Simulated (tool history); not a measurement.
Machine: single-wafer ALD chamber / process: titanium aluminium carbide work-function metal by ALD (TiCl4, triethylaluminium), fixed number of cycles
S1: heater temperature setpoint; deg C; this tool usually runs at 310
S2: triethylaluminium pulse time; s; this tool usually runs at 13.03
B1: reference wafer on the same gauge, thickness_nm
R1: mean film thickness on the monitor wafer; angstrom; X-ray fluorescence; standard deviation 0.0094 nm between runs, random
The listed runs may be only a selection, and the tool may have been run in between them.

Run 1, hour 0: usual settings; B1 2.02. Result: R1 20.37 angstrom.
At hour 11.5: triethylaluminium bottle replaced.
Run 2, hour 45: usual settings; B1 2.021. Result: R1 20.92 angstrom.
Run 3, hour 88.9: usual settings; B1 2.019. Result: R1 20.9 angstrom.
Run 4, hour 117.1: usual settings; B1 2.021. Result: R1 20.81 angstrom.
Run 5, hour 162.5: usual settings; B1 2.02. Result: R1 21.06 angstrom.
Run 6, hour 196.3: usual settings; B1 2.022. Result: R1 20.98 angstrom.
Run 7, hour 229.1: usual settings; B1 2.02. Result: R1 21.1 angstrom.
Run 8, hour 286.3: usual settings; B1 2.022. Result: R1 21.05 angstrom.
Run 9, hour 348.8: usual settings; B1 2.022. Result: R1 21.02 angstrom.
Run 10, hour 399: usual settings but S1 316 deg C, S2 8.95 s; B1 2.02. Result: R1 20.67 angstrom.
Run 11, hour 471.2: usual settings but S2 16.94 s; B1 2.021. Result: R1 21.1 angstrom.
Run 12, hour 497.8: usual settings but S2 16.94 s; B1 2.02. Result: R1 21.18 angstrom.
Run 13, hour 550.5: usual settings but S2 11.94 s; B1 2.02. Result: R1 20.83 angstrom.
At hour 573.5: gauge calibrated.
Run 14, hour 688.4: usual settings but S1 299 deg C, S2 9.59 s; B1 2.019. Result: R1 19.25 angstrom.
Run 15, hour 744.7: usual settings but S1 301 deg C, S2 8.38 s; B1 2.02. Result: R1 19.03 angstrom.
Run 16, hour 794.4: usual settings but S2 15.95 s; B1 2.021. Result: R1 21.29 angstrom.
At hour 806.6: showerhead replaced.
Run 17, hour 819: usual settings but S1 300 deg C, S2 17.6 s; B1 2.02. Result: R1 20.36 angstrom.
Run 18, hour 878.8: usual settings but S1 297 deg C, S2 16.45 s; B1 2.018. Result: R1 19.95 angstrom.
Run 19, hour 925.8: usual settings but S1 299 deg C, S2 10.56 s; B1 2.019. Result: R1 19.41 angstrom.
At hour 970: triethylaluminium bottle replaced.
Run 20, hour 970.5: usual settings but S1 325 deg C, S2 16.99 s; B1 2.018. Result: R1 22.65 angstrom.
Run 21, hour 998.7: usual settings; B1 2.021. Result: R1 21.03 angstrom.
Run 22, hour 1048.5: usual settings but S2 15.04 s; B1 2.019. Result: R1 21.34 angstrom.
Run 23, hour 1073.8: usual settings but S1 317 deg C, S2 8.96 s; B1 2.02. Result: R1 21.37 angstrom.
Run 24, hour 1115.6: usual settings but S1 305 deg C, S2 10.57 s; B1 2.021. Result: R1 20.39 angstrom.
At hour 1224.7: thermocouple changed; heater temperature recalibrated.
Run 25, hour 1314.7: usual settings but S1 321 deg C, S2 8.99 s; B1 2.02. Result: R1 20.89 angstrom.
Run 26, hour 1349.9: usual settings but S2 10.38 s; B1 2.02. Result: R1 20.17 angstrom.
Run 27, hour 1401.4: usual settings; B1 2.02. Result: R1 20.62 angstrom.
Run 28, hour 1440.1: usual settings but S1 321 deg C, S2 8.99 s; B1 2.02. Result: R1 21.07 angstrom.
Run 29, hour 1483.5: usual settings but S1 303 deg C, S2 15.87 s; B1 2.019. Result: R1 20.36 angstrom.
Run 30, hour 1545.6: usual settings but S1 315 deg C, S2 16.14 s; B1 2.02. Result: R1 21.24 angstrom.
Run 31, hour 1584: usual settings but S1 320 deg C, S2 16.04 s; B1 2.02. Result: R1 21.73 angstrom.
Run 32, hour 1617.9: usual settings but S1 322 deg C; B1 2.02. Result: R1 21.63 angstrom.
Run 33, hour 1645.8: usual settings but S2 16.94 s; B1 2.019. Result: R1 20.89 angstrom.

List, for all runs, the conditions of the tool that the log does not record:
gauge reads high (%): 0 across all the runs
H1: wafer temperature above the value expected at the setpoint (K)
H2: triethylaluminium dose above that of a fresh bottle (%)
run       H1      H2
  1     2.32   -31.6
  2     2.44   -4.38
  3     2.56   -4.48
  4     2.64   -4.59
  5     2.77   -4.83
  6     2.86   -5.07
  7     2.95   -5.34
  8     3.11   -5.93
  9     3.28   -6.72
 10     3.41   -7.47
 11     3.61   -8.74
 12     3.69   -9.26
 13     3.83   -10.4
 14     4.21   -13.9
 15     4.36   -15.5
 16      4.5   -17.1
 17     4.57   -17.9
 18     4.73   -19.9
 19     4.86   -21.7
 20     4.98  -0.366
 21     5.06  -0.383
 22     5.19  -0.493
 23     5.26  -0.589
 24     5.38  -0.804
 25   -0.683   -2.83
 26   -0.587   -3.35
 27   -0.446   -4.22
 28    -0.34   -4.94
 29   -0.221   -5.83
 30  -0.0505   -7.23
 31   0.0548   -8.17
 32    0.148   -9.06
 33    0.224   -9.82

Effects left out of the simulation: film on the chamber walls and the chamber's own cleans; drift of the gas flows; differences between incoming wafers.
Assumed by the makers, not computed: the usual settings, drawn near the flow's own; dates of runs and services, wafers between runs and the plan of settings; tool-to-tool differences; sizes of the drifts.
